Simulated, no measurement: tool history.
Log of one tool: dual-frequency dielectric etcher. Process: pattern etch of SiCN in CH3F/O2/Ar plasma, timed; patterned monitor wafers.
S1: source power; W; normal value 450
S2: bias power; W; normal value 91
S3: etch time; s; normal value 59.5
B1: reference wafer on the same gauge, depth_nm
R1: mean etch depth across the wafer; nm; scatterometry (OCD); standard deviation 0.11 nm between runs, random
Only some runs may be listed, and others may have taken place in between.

Run 1, day 0.000: usual settings but S1 530 W; B1 29.91. Result: R1 29.47 nm.
Run 2, day 1.879: usual settings but S1 530 W; B1 29.96. Result: R1 29.81 nm.
Run 3, day 3.104: usual settings but S1 410 W; B1 30.02. Result: R1 26.33 nm.
Run 4, day 5.042: usual settings; B1 29.98. Result: R1 27.56 nm.
Run 5, day 6.579: usual settings; B1 30.03. Result: R1 27.56 nm.
At day 9.188: wet clean of the chamber.
Run 6, day 9.500: usual settings; B1 30.06. Result: R1 26.98 nm.
Run 7, day 11.400: usual settings but S1 380 W, S2 100 W; B1 29.95. Result: R1 25.95 nm.
Run 8, day 12.950: usual settings but S1 380 W, S2 100 W; B1 30.00. Result: R1 26.29 nm.
Run 9, day 14.983: usual settings but S1 380 W, S2 100 W; B1 30.09. Result: R1 26.00 nm.
Run 10, day 16.238: usual settings but S3 67.5 s; B1 30.09. Result: R1 30.87 nm.
At day 16.692: source power generator calibrated.
At day 18.708: bias power generator calibrated.
At day 19.533: upper electrode replaced.
Run 11, day 19.554: usual settings but S3 45.5 s; B1 30.00. Result: R1 20.93 nm.
Run 12, day 20.858: usual settings but S1 390 W, S2 77 W, S3 51.5 s; B1 30.04. Result: R1 20.53 nm.
Run 13, day 23.621: usual settings but S1 490 W, S2 73 W; B1 30.03. Result: R1 26.00 nm.
Run 14, day 27.900: usual settings but S1 540 W; B1 30.03. Result: R1 29.87 nm.
At day 30.433: wet clean of the chamber.
Run 15, day 30.688: usual settings but S2 99 W; B1 29.94. Result: R1 28.15 nm.
At day 31.271: gauge calibrated.
Run 16, day 31.900: usual settings but S1 560 W, S2 81 W, S3 72.5 s; B1 29.95. Result: R1 34.65 nm.
Run 17, day 33.546: usual settings; B1 29.95. Result: R1 27.06 nm.
Run 18, day 35.496: usual settings but S2 99 W; B1 30.01. Result: R1 28.24 nm.
Run 19, day 37.908: usual settings; B1 30.07. Result: R1 27.24 nm.
Run 20, day 38.946: usual settings but S2 79 W; B1 29.95. Result: R1 25.48 nm.
Run 21, day 40.542: usual settings but S2 105 W, S3 77.0 s; B1 29.97. Result: R1 37.36 nm.
Run 22, day 43.350: usual settings but S1 500 W, S2 102 W, S3 42.0 s; B1 30.05. Result: R1 21.21 nm.
Run 23, day 44.417: usual settings but S2 111 W, S3 43.5 s; B1 30.03. Result: R1 21.66 nm.
Run 24, day 46.358: usual settings but S1 410 W, S2 104 W, S3 54.5 s; B1 30.06. Result: R1 25.72 nm.
Run 25, day 48.250: usual settings; B1 29.94. Result: R1 27.42 nm.
Run 26, day 49.796: usual settings but S1 500 W, S2 112 W, S3 73.0 s; B1 30.01. Result: R1 39.08 nm.
At day 51.700: wet clean of the chamber.
Run 27, day 51.875: usual settings but S1 490 W; B1 30.01. Result: R1 28.16 nm.
Run 28, day 53.196: usual settings but S2 111 W; B1 30.03. Result: R1 29.65 nm.
Run 29, day 54.533: usual settings but S1 360 W, S2 72 W, S3 44.0 s; B1 30.06. Result: R1 16.14 nm.
Run 30, day 55.858: usual settings but S1 500 W, S2 112 W, S3 73.0 s; B1 29.99. Result: R1 38.44 nm.
Run 31, day 57.546: usual settings but S1 490 W, S3 68.0 s; B1 29.94. Result: R1 32.29 nm.

Each run again, without the hidden state but with its own random variation kept:
What the log doesn't record here: etch rate over this chamber's usual, %; source power that arrives over what is set, %; bias power that arrives over what is set, %; gauge reads high (%).
run     R1
  1  29.11
  2  29.40
  3  25.94
  4  27.10
  5  27.05
  6  26.95
  7  25.88
  8  26.16
  9  25.82
 10  30.63
 11  20.69
 12  20.27
 13  25.60
 14  29.29
 15  28.15
 16  34.62
 17  26.98
 18  28.11
 19  27.04
 20  25.27
 21  37.00
 22  20.94
 23  21.36
 24  25.31
 25  26.95
 26  38.34
 27  28.19
 28  29.64
 29  16.11
 30  38.33
 31  32.15

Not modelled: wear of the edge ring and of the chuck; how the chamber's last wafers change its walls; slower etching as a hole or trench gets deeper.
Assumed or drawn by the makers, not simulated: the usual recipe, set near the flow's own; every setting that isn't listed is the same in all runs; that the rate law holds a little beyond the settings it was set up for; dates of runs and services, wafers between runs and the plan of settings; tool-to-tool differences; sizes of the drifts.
